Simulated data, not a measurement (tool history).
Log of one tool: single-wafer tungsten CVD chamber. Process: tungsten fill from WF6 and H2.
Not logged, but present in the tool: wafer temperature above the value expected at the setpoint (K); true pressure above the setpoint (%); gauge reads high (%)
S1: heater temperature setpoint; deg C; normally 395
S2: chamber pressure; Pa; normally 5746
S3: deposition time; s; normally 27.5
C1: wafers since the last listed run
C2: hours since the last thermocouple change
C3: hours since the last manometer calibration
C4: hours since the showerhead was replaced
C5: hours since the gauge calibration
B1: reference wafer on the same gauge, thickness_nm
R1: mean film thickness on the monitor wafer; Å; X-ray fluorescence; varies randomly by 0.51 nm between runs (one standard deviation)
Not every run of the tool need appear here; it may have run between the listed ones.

Run 1, hour 0.0: usual settings; C1 0; C2 986.4; C3 1705.8; C4 2208.4; C5 198.8; B1 80.857. Result: R1 942.61 Å.
Run 2, hour 28.5: usual settings but S2 5413 Pa, S3 25.3 s; C1 566; C2 1014.9; C3 1734.3; C4 2236.9; C5 227.3; B1 80.579. Result: R1 827.42 Å.
Run 3, hour 43.8: usual settings but S2 5413 Pa, S3 25.3 s; C1 303; C2 1030.2; C3 1749.6; C4 2252.2; C5 242.6; B1 80.776. Result: R1 841.48 Å.
Run 4, hour 73.4: usual settings; C1 588; C2 1059.8; C3 1779.2; C4 2281.8; C5 272.2; B1 80.652. Result: R1 942.05 Å.
Run 5, hour 95.3: usual settings; C1 435; C2 1081.7; C3 1801.1; C4 2303.7; C5 294.1; B1 80.831. Result: R1 941.28 Å.
Run 6, hour 127.0: usual settings; C1 629; C2 1113.4; C3 1832.8; C4 2335.4; C5 325.8; B1 80.898. Result: R1 937.95 Å.
Run 7, hour 148.5: usual settings; C1 427; C2 1134.9; C3 1854.3; C4 2356.9; C5 347.3; B1 80.611. Result: R1 952.38 Å.
Run 8, hour 161.8: usual settings; C1 264; C2 1148.2; C3 1867.6; C4 2370.2; C5 360.6; B1 80.673. Result: R1 936.82 Å.
Run 9, hour 182.7: usual settings; C1 415; C2 1169.1; C3 1888.5; C4 2391.1; C5 381.5; B1 80.750. Result: R1 952.45 Å.
Run 10, hour 205.4: usual settings but S3 23.3 s; C1 451; C2 1191.8; C3 1911.2; C4 2413.8; C5 404.2; B1 80.837. Result: R1 805.41 Å.
Run 11, hour 222.5: usual settings but S3 23.3 s; C1 339; C2 1208.9; C3 1928.3; C4 2430.9; C5 421.3; B1 80.631. Result: R1 801.01 Å.
Run 12, hour 243.8: usual settings but S1 390 deg C, S2 6266 Pa, S3 23.6 s; C1 423; C2 1230.2; C3 1949.6; C4 2452.2; C5 442.6; B1 80.851. Result: R1 783.61 Å.
At hour 264.4: thermocouple changed; heater temperature recalibrated.
At hour 276.8: showerhead replaced.
At hour 280.6: capacitance manometer re-zeroed and calibrated.
Run 13, hour 281.1: usual settings but S1 380 deg C, S2 4733 Pa; C1 348; C2 16.7; C3 0.5; C4 4.3; C5 479.9; B1 80.718. Result: R1 642.63 Å.
At hour 346.8: gauge calibrated.
Run 14, hour 384.0: usual settings but S3 25.3 s; C1 2044; C2 119.6; C3 103.4; C4 107.2; C5 37.2; B1 80.641. Result: R1 866.78 Å.
Run 15, hour 418.8: usual settings but S1 385 deg C, S3 25.4 s; C1 691; C2 154.4; C3 138.2; C4 142.0; C5 72.0; B1 80.704. Result: R1 738.07 Å.
Run 16, hour 454.3: usual settings but S1 382 deg C, S3 29.5 s; C1 705; C2 189.9; C3 173.7; C4 177.5; C5 107.5; B1 80.724. Result: R1 809.98 Å.
Run 17, hour 471.4: usual settings but S2 6573 Pa, S3 25.6 s; C1 339; C2 207.0; C3 190.8; C4 194.6; C5 124.6; B1 80.637. Result: R1 950.83 Å.
Run 18, hour 487.3: usual settings; C1 315; C2 222.9; C3 206.7; C4 210.5; C5 140.5; B1 80.750. Result: R1 952.47 Å.
Run 19, hour 504.8: usual settings; C1 347; C2 240.4; C3 224.2; C4 228.0; C5 158.0; B1 80.730. Result: R1 956.42 Å.
Run 20, hour 529.7: usual settings but S3 30.8 s; C1 494; C2 265.3; C3 249.1; C4 252.9; C5 182.9; B1 80.733. Result: R1 1063.99 Å.
Run 21, hour 565.3: usual settings but S1 399 deg C; C1 707; C2 300.9; C3 284.7; C4 288.5; C5 218.5; B1 80.743. Result: R1 1007.51 Å.
Run 22, hour 588.2: usual settings but S1 386 deg C, S3 29.7 s; C1 454; C2 323.8; C3 307.6; C4 311.4; C5 241.4; B1 80.765. Result: R1 887.92 Å.
Run 23, hour 601.0: usual settings but S2 5253 Pa, S3 24.5 s; C1 254; C2 336.6; C3 320.4; C4 324.2; C5 254.2; B1 80.719. Result: R1 795.14 Å.

List, for all runs, the conditions of the tool that the log does not record:
wafer temperature above the value expected at the setpoint (K): 0 in every run
true pressure above the setpoint (%): 0 in every run
gauge reads high (%): 0 in every run
